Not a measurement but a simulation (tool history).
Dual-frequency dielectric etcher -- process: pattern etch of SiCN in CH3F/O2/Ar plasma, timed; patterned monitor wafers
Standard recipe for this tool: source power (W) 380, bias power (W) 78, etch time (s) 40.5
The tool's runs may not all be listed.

run   hour  source power (W)  bias power (W)  etch time (s)  read-back reference wafer on the same gauge, depth_nm  mean etch depth across the wafer (Å)
  1      0               380              78           40.5                                                  14.89                                 149.6
  2   22.8               380              78           40.5                                                  14.91                                 151.6
  3   49.9               380              78           40.5                                                   14.9                                 150.9
  4   67.5               380              78           40.5                                                   14.9                                 150.3
  5   79.5               380              78           40.5                                                  14.91                                 149.7
  6   98.1               380              78           40.5                                                   14.9                                 149.5
  7    122               380              78           40.5                                                  14.91                                 149.7
  8  141.1               380              78           40.5                                                  14.89                                 147.4
     187.1  -- upper electrode replaced
  9  187.6               380              78           40.5                                                  14.89                                 149.5
 10  194.9               380              78             48                                                  14.89                                 176.2
     219.6  -- bias power generator calibrated
 11  219.9               380              78             43                                                  14.91                                 158.4
       237  -- gauge calibrated
 12  254.1               380              78             43                                                  14.88                                 157.3
 13    269               320              78             52                                                  14.89                                 177.2
       277  -- source power generator calibrated
 14  281.1               470              84             30                                                   14.9                                 119.3
     306.7  -- wet clean of the chamber
 15  307.2               380              78           40.5                                                   14.9                                 153.8
 16  310.6               330              70             29                                                  14.93                                   101
 17  328.1               480              67           40.5                                                  14.91                                 158.4
 18  356.1               380              78           40.5                                                  14.89                                   153
 19  383.8               380              78           40.5                                                  14.89                                 152.9
 20  409.1               430              78           40.5                                                  14.89                                 157.5
 21  437.2               420              97           50.5                                                  14.91                                 210.8
 22  463.8               350              78           31.5                                                  14.92                                 115.1
 23  479.8               310              97           47.5                                                  14.88                                 178.6
 24  509.7               380              78           40.5                                                  14.87                                 151.3
 25  534.9               350              78           34.5                                                  14.89                                 125.5
 26  559.4               300              71           40.5                                                  14.89                                 136.3
 27  578.1               380              78             47                                                  14.89                                 174.7
 28  609.8               380              78           40.5                                                  14.91                                 149.6
 29  636.5               380              78           40.5                                                  14.91                                 151.4

Run-by-run hidden state of the tool:
source power that arrives over what is set, %: 0 at every run
bias power that arrives over what is set, %: 0 at every run
gauge reads high (%): 0 at every run
H1: etch rate over this chamber's usual, %
run      H1
  1   -2.44
  2   -2.62
  3   -2.84
  4   -2.99
  5   -3.08
  6   -3.24
  7   -3.43
  8   -3.58
  9   -3.96
 10   -4.02
 11   -4.23
 12    -4.5
 13   -4.62
 14   -4.72
 15   -0.41
 16  -0.438
 17   -0.58
 18  -0.808
 19   -1.03
 20   -1.24
 21   -1.47
 22   -1.68
 23   -1.81
 24   -2.06
 25   -2.26
 26   -2.46
 27   -2.61
 28   -2.87
 29   -3.09
